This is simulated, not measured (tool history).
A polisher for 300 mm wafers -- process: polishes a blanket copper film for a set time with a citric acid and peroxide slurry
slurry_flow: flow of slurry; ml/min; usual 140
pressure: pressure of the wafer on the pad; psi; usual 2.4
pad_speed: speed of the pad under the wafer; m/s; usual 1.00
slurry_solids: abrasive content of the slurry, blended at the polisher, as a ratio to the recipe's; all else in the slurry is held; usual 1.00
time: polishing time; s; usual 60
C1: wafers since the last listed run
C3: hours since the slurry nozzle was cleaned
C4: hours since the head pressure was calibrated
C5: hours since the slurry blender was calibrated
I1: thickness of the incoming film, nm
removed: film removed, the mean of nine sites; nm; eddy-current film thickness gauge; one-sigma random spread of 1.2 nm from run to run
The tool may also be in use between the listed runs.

Run 1, hour 0.0: usual settings but slurry_flow 155 ml/min; C1 0; wafers polished on this pad 15; C3 716.0; C4 688.9; C5 167.8; I1 810.8. Result: removed 115.0 nm.
Run 2, hour 14.2: usual settings but slurry_flow 110 ml/min; C1 150; wafers polished on this pad 166; C3 730.2; C4 703.1; C5 182.0; I1 806.1. Result: removed 108.5 nm.
Run 3, hour 38.1: usual settings but slurry_flow 110 ml/min; C1 252; wafers polished on this pad 418; C3 754.1; C4 727.0; C5 205.9; I1 797.3. Result: removed 108.5 nm.
Run 4, hour 55.2: usual settings; C1 181; wafers polished on this pad 600; C3 771.2; C4 744.1; C5 223.0; I1 802.8. Result: removed 113.7 nm.
Run 5, hour 68.6: usual settings; C1 141; wafers polished on this pad 741; C3 784.6; C4 757.5; C5 236.4; I1 804.6. Result: removed 113.6 nm.
Run 6, hour 92.5: usual settings; C1 252; wafers polished on this pad 994; C3 808.5; C4 781.4; C5 260.3; I1 812.7. Result: removed 114.5 nm.
Run 7, hour 118.4: usual settings but pad_speed 1.14 m/s, slurry_solids 0.80; C1 274; wafers polished on this pad 1268; C3 834.4; C4 807.3; C5 286.2; I1 796.9. Result: removed 122.8 nm.
Run 8, hour 153.6: usual settings but pad_speed 1.14 m/s, slurry_solids 0.80; C1 372; wafers polished on this pad 1641; C3 869.6; C4 842.5; C5 321.4; I1 804.9. Result: removed 122.2 nm.
At hour 157.7: worn pad replaced by a new one.
At hour 164.8: slurry blender recalibrated.
Run 9, hour 181.3: usual settings; C1 229; wafers polished on this pad 228; C3 897.3; C4 870.2; C5 16.5; I1 797.7. Result: removed 111.8 nm.
Run 10, hour 216.5: usual settings but slurry_solids 1.15; C1 372; wafers polished on this pad 600; C3 932.5; C4 905.4; C5 51.7; I1 807.1. Result: removed 118.7 nm.
Run 11, hour 238.9: usual settings but slurry_flow 190 ml/min, slurry_solids 1.20; C1 237; wafers polished on this pad 838; C3 954.9; C4 927.8; C5 74.1; I1 796.0. Result: removed 124.3 nm.
At hour 257.2: slurry nozzle cleaned.
Run 12, hour 268.1: usual settings but slurry_flow 100 ml/min, pressure 2.1 psi, pad_speed 0.76 m/s, time 39 s; C1 298; wafers polished on this pad 1136; C3 10.9; C4 957.0; C5 103.3; I1 799.3. Result: removed 45.0 nm.
Run 13, hour 283.3: usual settings but slurry_flow 165 ml/min; C1 160; wafers polished on this pad 1297; C3 26.1; C4 972.2; C5 118.5; I1 786.1. Result: removed 118.3 nm.
At hour 293.6: head pressure recalibrated.
At hour 294.0: worn pad replaced by a new one.
Run 14, hour 306.0: usual settings but slurry_flow 125 ml/min, pressure 3.0 psi, pad_speed 1.36 m/s, slurry_solids 0.80; C1 214; wafers polished on this pad 126; C3 48.8; C4 12.4; C5 141.2; I1 793.6. Result: removed 180.0 nm.
Run 15, hour 323.0: usual settings but pressure 2.1 psi; C1 179; wafers polished on this pad 306; C3 65.8; C4 29.4; C5 158.2; I1 795.0. Result: removed 100.5 nm.
Run 16, hour 336.2: usual settings; C1 139; wafers polished on this pad 446; C3 79.0; C4 42.6; C5 171.4; I1 801.8. Result: removed 112.3 nm.
Run 17, hour 371.7: usual settings but pad_speed 1.34 m/s, time 70 s; C1 375; wafers polished on this pad 821; C3 114.5; C4 78.1; C5 206.9; I1 786.5. Result: removed 176.8 nm.
Run 18, hour 402.9: usual settings; C1 330; wafers polished on this pad 1152; C3 145.7; C4 109.3; C5 238.1; I1 817.3. Result: removed 114.5 nm.
Run 19, hour 430.6: usual settings but pressure 2.9 psi, time 43 s; C1 293; wafers polished on this pad 1445; C3 173.4; C4 137.0; C5 265.8; I1 797.3. Result: removed 99.5 nm.

Consider 5 possible next runs. They are alternatives, not a sequence: every one starts from the tool as it was left by run 19. What does each give?
Run A, hour 431.0: usual settings but pad_speed 0.80 m/s; C1 4; wafers polished on this pad 1449; C3 173.8; C4 137.4; C5 266.2; I1 785.1. Result: removed ?.
Run B, hour 431.0: usual settings but slurry_flow 115 ml/min, pad_speed 0.86 m/s, time 49 s; C1 4; wafers polished on this pad 1449; C3 173.8; C4 137.4; C5 266.2; I1 785.1. Result: removed ?.
Run C, hour 431.0: usual settings but slurry_flow 120 ml/min, pad_speed 1.10 m/s, slurry_solids 0.75; C1 4; wafers polished on this pad 1449; C3 173.8; C4 137.4; C5 266.2; I1 785.1. Result: removed ?.
Run D, hour 431.0: usual settings but slurry_flow 125 ml/min, pressure 2.7 psi, slurry_solids 0.75; C1 4; wafers polished on this pad 1449; C3 173.8; C4 137.4; C5 266.2; I1 785.1. Result: removed ?.
Run E, hour 431.0: usual settings but pressure 3.0 psi, pad_speed 0.76 m/s, time 67 s; C1 4; wafers polished on this pad 1449; C3 173.8; C4 137.4; C5 266.2; I1 785.1. Result: removed ?.

run  removed
  A     92.6
  B     77.6
  C    114.8
  D    118.5
  E    122.1
The same runs, with their run-to-run variation unchanged, on a tool lacking any hidden condition would have given:
run  removed
  A     92.6
  B     77.6
  C    114.8
  D    118.5
  E    122.1
